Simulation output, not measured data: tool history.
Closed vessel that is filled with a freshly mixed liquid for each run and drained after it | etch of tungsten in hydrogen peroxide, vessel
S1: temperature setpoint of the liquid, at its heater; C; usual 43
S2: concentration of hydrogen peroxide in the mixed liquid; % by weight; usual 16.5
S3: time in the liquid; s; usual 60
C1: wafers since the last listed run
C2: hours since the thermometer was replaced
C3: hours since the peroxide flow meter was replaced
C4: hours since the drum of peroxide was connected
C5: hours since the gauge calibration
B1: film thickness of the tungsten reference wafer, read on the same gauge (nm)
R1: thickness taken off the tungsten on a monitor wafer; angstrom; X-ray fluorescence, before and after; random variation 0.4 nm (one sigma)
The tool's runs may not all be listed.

run	hour	S1	S2	S3	C1	C2	C3	C4	C5	B1	R1
1	0	43	16.5	60	0	1831.3	1215.8	357.7	1385.1	39.6	452.8
2	48.7	46.5	16.5	35	3163	1880	1264.5	406.4	1433.8	39.55	323
3	97	46.5	16.5	35	3137	1928.3	1312.8	454.7	1482.1	39.49	325.1
# hour 113.5: new drum of peroxide connected
4	152.7	46.5	16.5	35	3553	1984	1368.5	39.2	1537.8	39.35	325.7
# hour 154.4: peroxide flow meter replaced
5	223.6	43	19	60	4540	2054.9	69.2	110.1	1608.7	39.3	468.7
6	284.8	43	19	60	3975	2116.1	130.4	171.3	1669.9	39.2	476.1
7	338.7	43	19	60	3501	2170	184.3	225.2	1723.8	39.09	473.1
8	371.8	43	16.5	40	2150	2203.1	217.4	258.3	1756.9	39.03	293.3
9	433.4	43	19	60	4001	2264.7	279	319.9	1818.5	38.91	470.7
10	467.4	52	20.5	40	2208	2298.7	313	353.9	1852.5	38.82	565.6
11	517.2	43	13	60	3234	2348.5	362.8	403.7	1902.3	38.76	385.6
12	580.6	43	16.5	60	4118	2411.9	426.2	467.1	1965.7	38.63	437.1
# hour 632.2: new drum of peroxide connected
13	645.9	46.5	16.5	80	4176	2477.2	491.5	13.7	2031	38.53	728.7
14	702.8	52	19	60	3696	2534.1	548.4	70.6	2087.9	38.4	808.6
15	757.9	37.5	13.5	95	3579	2589.2	603.5	125.7	2143	38.31	437.5
# hour 783.8: gauge calibrated
16	816.6	43	16.5	45	3812	2647.9	662.2	184.4	32.8	40.47	345.2
17	847.7	43	16.5	35	2020	2679	693.3	215.5	63.9	40.46	268.4
18	902.4	48.5	16.5	80	3553	2733.7	748	270.2	118.6	40.43	868.6
19	960.4	43	16.5	60	3767	2791.7	806	328.2	176.6	40.46	456
20	1014.2	50.5	18.5	85	3494	2845.5	859.8	382	230.4	40.44	1076.9
21	1061.2	43	19.5	90	3052	2892.5	906.8	429	277.4	40.41	745.1
# hour 1074.3: thermometer replaced
22	1094.3	34	16.5	60	2085	20	939.9	462.1	310.5	40.39	251
# hour 1105.9: new drum of peroxide connected
23	1142.7	46.5	20	30	3078	68.4	988.3	36.8	358.9	40.39	310.6
24	1211.4	34.5	16.5	80	4462	137.1	1057	105.5	427.6	40.39	353.5
25	1282.4	48	16.5	40	4611	208.1	1128	176.5	498.6	40.37	410.2
26	1342.5	36	16.5	40	3903	268.2	1188.1	236.6	558.7	40.35	192.4
27	1390	35	19	60	3085	315.7	1235.6	284.1	606.2	40.25	292.8
28	1460.5	43	16.5	60	4579	386.2	1306.1	354.6	676.7	40.21	451.6
29	1532	43	16.5	40	4644	457.7	1377.6	426.1	748.2	40.19	302.9
30	1592.1	38.5	16.5	40	3903	517.8	1437.7	486.2	808.3	40.16	225.5
31	1641.4	43	14	60	3202	567.1	1487	535.5	857.6	40.1	413.3

Forecast each of these 3 alternatives for the next run:
A	1642.1	37	16.5	60	45	567.8	1487.7	536.2	858.3	?	?
B	1642.1	51	16.5	60	45	567.8	1487.7	536.2	858.3	?	?
C	1642.1	48.5	18	85	45	567.8	1487.7	536.2	858.3	?	?

run	B1	R1
A	40.09	306.3
B	40.09	745
C	40.09	946
Without the tool's hidden state the same runs would have given:
run	R1
A	305.6
B	743.2
C	943.6
